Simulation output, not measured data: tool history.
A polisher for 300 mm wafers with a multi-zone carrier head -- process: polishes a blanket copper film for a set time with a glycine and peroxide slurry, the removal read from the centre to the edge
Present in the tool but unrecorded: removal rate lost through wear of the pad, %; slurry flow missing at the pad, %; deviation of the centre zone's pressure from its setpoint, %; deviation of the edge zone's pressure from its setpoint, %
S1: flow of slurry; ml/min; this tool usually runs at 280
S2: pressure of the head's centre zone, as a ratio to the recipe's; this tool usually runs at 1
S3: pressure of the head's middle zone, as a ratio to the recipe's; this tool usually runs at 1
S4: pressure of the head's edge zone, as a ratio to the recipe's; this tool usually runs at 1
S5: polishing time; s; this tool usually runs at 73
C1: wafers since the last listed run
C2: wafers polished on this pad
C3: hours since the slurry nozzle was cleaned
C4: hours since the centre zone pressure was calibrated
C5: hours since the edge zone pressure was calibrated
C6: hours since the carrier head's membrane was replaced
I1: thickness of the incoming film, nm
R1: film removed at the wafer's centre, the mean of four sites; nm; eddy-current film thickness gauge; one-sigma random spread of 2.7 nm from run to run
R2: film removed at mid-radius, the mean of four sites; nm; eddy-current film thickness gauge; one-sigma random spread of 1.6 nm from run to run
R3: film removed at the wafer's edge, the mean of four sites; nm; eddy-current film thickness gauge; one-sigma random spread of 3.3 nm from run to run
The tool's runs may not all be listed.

run,day,S1,S2,S3,S4,S5,C1,C2,C3,C4,C5,C6,I1,R1,R2,R3
1,0,280,1,0.93,1,73,0,737,249.2,614.6,795.2,1864.8,1212.6,249.5,237.1,240.8
# day 0.383: worn pad replaced by a new one
2,1.033,280,1,0.93,1,73,133,100,274,639.4,820,1889.6,1208.7,246.7,233.8,227.5
3,2.262,280,1,0.97,1,73,189,290,303.5,668.9,849.5,1919.1,1231.2,246.8,243.5,233.6
4,4.162,280,1,1,1,73,293,584,349.1,714.5,895.1,1964.7,1215.7,243.5,246.6,235.4
5,4.983,280,1,1,1,73,126,711,368.8,734.2,914.8,1984.4,1211.8,241.3,245.7,231.9
# day 5.438: slurry nozzle cleaned
# day 6.092: worn pad replaced by a new one
6,6.112,280,1,1,1,73,142,3,16.2,761.3,941.9,2011.5,1211.1,245,245.6,237.9
# day 6.883: carrier head's membrane replaced by a new one
7,6.904,280,1,1,1,73,90,93,35.2,780.3,960.9,0.5,1227.4,234.9,245.6,239
8,7.788,280,1,1,1.08,73,136,229,56.4,801.5,982.1,21.7,1215.4,239.4,245.2,235.1
9,8.45,280,0.92,1,0.9,73,102,332,72.3,817.4,998,37.6,1198.9,219.8,246,226.5
10,9.392,280,0.93,1,1.09,73,145,477,94.9,840,1020.6,60.2,1235.6,224.8,245.9,242.7
11,10.512,235,1.04,1,0.91,82,173,650,121.8,866.9,1047.5,87.1,1216.5,274,270.1,253.6
12,11.329,280,1,1,1,73,126,777,141.4,886.5,1067.1,106.7,1225.1,233.2,243.2,233.9
13,12.071,280,1,1,1,73,114,891,159.2,904.3,1084.9,124.5,1237.7,237.2,243.5,237.9
# day 12.379: worn pad replaced by a new one
14,13.4,280,0.91,1,0.89,53,179,157,191.1,936.2,1116.8,156.4,1221.9,156.2,178.1,162.9
# day 13.671: edge zone pressure recalibrated
15,14.217,280,1,1,1,73,113,270,210.7,955.8,13.1,176,1232.7,233.3,243.4,233.8
# day 14.317: centre zone pressure recalibrated
16,15.471,280,1,1,1,73,180,451,240.8,27.7,43.2,206.1,1198.4,252,247.8,233.1
17,15.992,280,1,1,1,73,80,532,253.3,40.2,55.7,218.6,1233.1,248,246.6,237.3
18,16.888,280,1,1,0.95,51,138,670,274.8,61.7,77.2,240.1,1203.1,174.6,172,164.5
19,17.479,240,1,1,1,73,91,762,289,75.9,91.4,254.3,1193.1,245.2,245.7,233
20,18.388,280,1,1,1,73,140,902,310.8,97.7,113.2,276.1,1208.7,243.8,245.1,234.5
# day 18.721: worn pad replaced by a new one
21,19.017,315,0.91,1.1,1,80,71,45,325.9,112.8,128.3,291.2,1238.1,248.2,287.6,266.2
22,19.712,215,1.09,0.89,1.04,73,107,153,342.6,129.5,145,307.9,1208.5,262.6,225.1,231
23,20.783,280,1,1,1.1,73,165,318,368.3,155.2,170.7,333.6,1208.6,245,242.9,240.7

3 ways to go on from here, each from the tool as it stands after run 23. What would each give?
A,20.8,280,1,1,1,73,2,321,368.7,155.6,171.1,334,1219.5,?,?,?
B,20.8,280,1,1.11,1,73,2,321,368.7,155.6,171.1,334,1219.5,?,?,?
C,20.8,195,1,1,1,90,2,321,368.7,155.6,171.1,334,1219.5,?,?,?

run,R1,R2,R3
A,248.3,247.1,233.5
B,248.5,262.1,233.3
C,295.7,295.3,281.2
What these runs would have given with no unlogged condition in the tool:
run,R1,R2,R3
A,249,247.1,233.5
B,249.1,262.1,233.3
C,296.5,295.3,281.2

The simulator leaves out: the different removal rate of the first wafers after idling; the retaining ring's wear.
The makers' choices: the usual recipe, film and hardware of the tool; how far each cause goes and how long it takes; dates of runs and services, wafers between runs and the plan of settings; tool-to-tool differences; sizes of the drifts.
